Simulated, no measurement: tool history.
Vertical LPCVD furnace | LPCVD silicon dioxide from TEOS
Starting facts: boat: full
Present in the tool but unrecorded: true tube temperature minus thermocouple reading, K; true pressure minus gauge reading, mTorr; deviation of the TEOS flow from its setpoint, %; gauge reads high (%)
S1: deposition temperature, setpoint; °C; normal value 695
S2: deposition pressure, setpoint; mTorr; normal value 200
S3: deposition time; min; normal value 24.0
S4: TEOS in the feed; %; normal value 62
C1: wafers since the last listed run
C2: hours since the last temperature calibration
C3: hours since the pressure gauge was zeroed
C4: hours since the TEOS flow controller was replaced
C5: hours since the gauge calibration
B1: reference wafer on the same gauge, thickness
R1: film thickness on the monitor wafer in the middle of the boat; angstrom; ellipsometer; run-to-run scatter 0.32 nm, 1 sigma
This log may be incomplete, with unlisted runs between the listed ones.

run	hour	S1	S2	S3	S4	C1	C2	C3	C4	C5	B1	R1
1	0.0	695	200	24.0	62	0	3307.6	3163.7	1314.5	984.6	107.93	1098.1
2	144.9	695	200	24.0	62	1621	3452.5	3308.6	1459.4	1129.5	107.94	1097.0
3	206.1	695	200	24.0	62	684	3513.7	3369.8	1520.6	1190.7	108.05	1099.1
4	241.4	695	200	24.0	62	394	3549.0	3405.1	1555.9	1226.0	107.98	1091.1
5	288.5	695	200	24.0	62	527	3596.1	3452.2	1603.0	1273.1	107.97	1097.0
6	334.8	695	200	24.0	62	518	3642.4	3498.5	1649.3	1319.4	107.99	1096.3
7	379.8	695	200	24.0	62	503	3687.4	3543.5	1694.3	1364.4	108.04	1093.7
8	410.1	690	200	24.0	62	339	3717.7	3573.8	1724.6	1394.7	108.14	972.5
9	449.4	690	200	24.0	62	439	3757.0	3613.1	1763.9	1434.0	107.99	975.3
10	493.6	695	200	24.0	62	494	3801.2	3657.3	1808.1	1478.2	107.86	1094.6
# hour 540.5: pressure gauge zeroed
# hour 561.4: TEOS flow controller replaced
# hour 565.5: thermocouples replaced and temperature profile calibrated
11	566.0	695	200	24.0	62	260	0.5	25.5	4.6	1550.6	107.99	1093.0
12	586.4	695	200	29.0	62	228	20.9	45.9	25.0	1571.0	107.93	1319.4
13	637.2	704	200	26.5	62	568	71.7	96.7	75.8	1621.8	108.07	1490.1
14	671.0	695	200	32.0	66	378	105.5	130.5	109.6	1655.6	108.01	1507.3
15	724.3	689	220	24.0	62	596	158.8	183.8	162.9	1708.9	107.98	993.2
16	785.1	695	200	24.0	62	680	219.6	244.6	223.7	1769.7	107.89	1095.0
17	816.0	701	185	32.0	62	345	250.5	275.5	254.6	1800.6	108.08	1616.6
18	885.3	695	200	30.0	56	775	319.8	344.8	323.9	1869.9	107.93	1304.7
19	911.9	695	200	17.0	65	297	346.4	371.4	350.5	1896.5	107.96	796.6
20	982.2	688	185	24.0	73	786	416.7	441.7	420.8	1966.8	108.03	965.7
21	1026.1	695	200	19.5	62	491	460.6	485.6	464.7	2010.7	108.03	895.1
22	1093.9	695	200	24.0	62	758	528.4	553.4	532.5	2078.5	108.03	1091.5
# hour 1112.5: gauge calibrated
23	1122.1	685	200	24.0	62	315	556.6	581.6	560.7	9.6	108.00	862.5
24	1170.5	695	200	20.5	62	541	605.0	630.0	609.1	58.0	107.99	934.7
25	1211.6	695	200	24.0	62	459	646.1	671.1	650.2	99.1	108.04	1093.8
26	1275.3	695	200	24.0	70	712	709.8	734.8	713.9	162.8	108.02	1159.1
27	1345.1	705	200	21.5	72	781	779.6	804.6	783.7	232.6	108.01	1330.2
28	1391.6	695	200	18.5	73	520	826.1	851.1	830.2	279.1	108.02	915.3
29	1502.1	691	220	32.5	68	1236	936.6	961.6	940.7	389.6	107.95	1474.4
30	1535.6	695	200	20.5	62	374	970.1	995.1	974.2	423.1	108.07	935.3

Alternative continuations, all from the tool just after run 30; predict every row:
A	1539.7	699	200	24.0	62	45	974.2	999.2	978.3	427.2	?	?
B	1539.7	695	160	24.0	54	45	974.2	999.2	978.3	427.2	?	?
C	1539.7	695	220	24.0	62	45	974.2	999.2	978.3	427.2	?	?
D	1539.7	701	240	24.0	66	45	974.2	999.2	978.3	427.2	?	?
E	1539.7	695	225	24.0	62	45	974.2	999.2	978.3	427.2	?	?

run	B1	R1
A	108.08	1202.2
B	108.08	913.8
C	108.08	1148.2
D	108.08	1423.4
E	108.08	1161.2
What these runs would have given with no unlogged condition in the tool:
run	R1
A	1202.2
B	913.8
C	1148.2
D	1423.4
E	1161.2

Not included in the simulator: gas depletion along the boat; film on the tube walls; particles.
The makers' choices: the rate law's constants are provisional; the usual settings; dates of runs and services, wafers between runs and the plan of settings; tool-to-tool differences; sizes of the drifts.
